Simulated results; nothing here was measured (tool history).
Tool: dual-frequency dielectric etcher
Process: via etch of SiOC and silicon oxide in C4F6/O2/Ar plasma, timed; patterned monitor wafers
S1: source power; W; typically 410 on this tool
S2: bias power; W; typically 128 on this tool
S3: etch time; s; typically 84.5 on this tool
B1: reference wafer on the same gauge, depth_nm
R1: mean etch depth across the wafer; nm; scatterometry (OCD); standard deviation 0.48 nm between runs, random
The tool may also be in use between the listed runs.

| run | hour | S1 | S2 | S3 | B1 | R1 |
|---|---|---|---|---|---|---|
| 1 | 0 | 410 | 128 | 84.5 | 91.5 | 85.4 |
| 2 | 57.5 | 410 | 128 | 84.5 | 91.7 | 85.1 |
| 3 | 115.8 | 410 | 128 | 84.5 | 91.6 | 84 |
| 4 | 153.2 | 410 | 128 | 84.5 | 91.5 | 84.2 |
| 5 | 197.3 | 410 | 128 | 84.5 | 91.5 | 83.9 |
| 6 | 228 | 410 | 128 | 84.5 | 91.3 | 83.9 |
| 7 | 253.4 | 410 | 128 | 84.5 | 91.3 | 84.2 |
|  | 298.1 | gauge calibrated |
|  | 302.2 | upper electrode replaced |
| 8 | 302.7 | 410 | 128 | 84.5 | 91.7 | 83.8 |
| 9 | 351.4 | 500 | 113 | 75 | 91.5 | 74.7 |
|  | 402.3 | wet clean of the chamber |
| 10 | 415.8 | 410 | 146 | 84.5 | 91.6 | 84.5 |
| 11 | 449 | 410 | 128 | 84.5 | 91.4 | 81.1 |
|  | 502.6 | wet clean of the chamber, repeated, since the last time left the tool worse |
| 12 | 503.1 | 460 | 142 | 103.5 | 91.6 | 108 |
|  | 518.3 | bias power generator calibrated |
|  | 520.2 | source power generator calibrated |
| 13 | 575 | 360 | 114 | 60.5 | 91.5 | 56.7 |
| 14 | 627.8 | 440 | 128 | 70 | 91.4 | 71.1 |
| 15 | 694.7 | 330 | 128 | 97 | 91.8 | 90.9 |
| 16 | 736.5 | 410 | 128 | 84.5 | 91.4 | 82.9 |

Forecast each of these 4 alternatives for the next run:
| A | 736.9 | 440 | 128 | 84.5 | ? | ? |
| B | 736.9 | 410 | 128 | 96.5 | ? | ? |
| C | 736.9 | 410 | 99 | 84.5 | ? | ? |
| D | 736.9 | 350 | 128 | 106 | ? | ? |

| run | B1 | R1 |
|---|---|---|
| A | 91.5 | 84.3 |
| B | 91.5 | 94.7 |
| C | 91.5 | 77.5 |
| D | 91.5 | 100.4 |
Stripped of hidden state, with their random variation kept, the same runs would have yielded:
| run | R1 |
|---|---|
| A | 86.3 |
| B | 96.9 |
| C | 79.3 |
| D | 102.8 |
